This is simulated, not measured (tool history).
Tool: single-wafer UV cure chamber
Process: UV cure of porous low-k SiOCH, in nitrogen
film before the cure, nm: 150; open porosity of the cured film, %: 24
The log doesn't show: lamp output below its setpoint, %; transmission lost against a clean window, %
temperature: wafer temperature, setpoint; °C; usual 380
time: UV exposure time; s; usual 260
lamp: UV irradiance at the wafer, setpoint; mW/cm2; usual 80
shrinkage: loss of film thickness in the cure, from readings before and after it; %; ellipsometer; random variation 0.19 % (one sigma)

run	hour	temperature	time	lamp	wafers since the last listed run	hours since the UV bulbs were replaced	wafers since the quartz window was cleaned	shrinkage
1	0.0	392	260	80	0	1223.6	856	12.795
# hour 224.0: quartz window cleaned
2	268.9	392	260	80	1505	1492.5	259	12.611
3	376.4	392	260	80	620	1600.0	879	12.665
4	433.3	380	215	88	328	1656.9	1207	12.071
5	507.5	380	175	80	428	1731.1	1636	10.640
6	571.8	380	260	80	371	1795.4	2007	12.457
7	646.6	369	260	80	431	1870.2	2438	12.159
# hour 679.9: quartz window cleaned
8	737.1	369	260	80	476	1960.7	330	12.304
9	800.0	380	260	80	362	2023.6	693	12.399
10	1030.2	380	360	80	1328	2253.8	2021	14.109
# hour 1121.3: quartz window cleaned
11	1129.1	380	260	58	524	2352.7	44	10.871
12	1211.3	367	260	80	474	2434.9	519	12.052
13	1273.0	396	190	92	356	2496.6	875	11.726
# hour 1452.6: UV bulbs replaced
14	1496.6	370	260	80	1244	44.0	2119	12.403

Run 15 comes next. What will it give?
# hour 1505.5: quartz window cleaned
15	1538.2	380	260	61	193	85.6	188	?

Run 15 gave shrinkage 11.432 %.
Without the tool's hidden state the same run would have given shrinkage 11.432 %.

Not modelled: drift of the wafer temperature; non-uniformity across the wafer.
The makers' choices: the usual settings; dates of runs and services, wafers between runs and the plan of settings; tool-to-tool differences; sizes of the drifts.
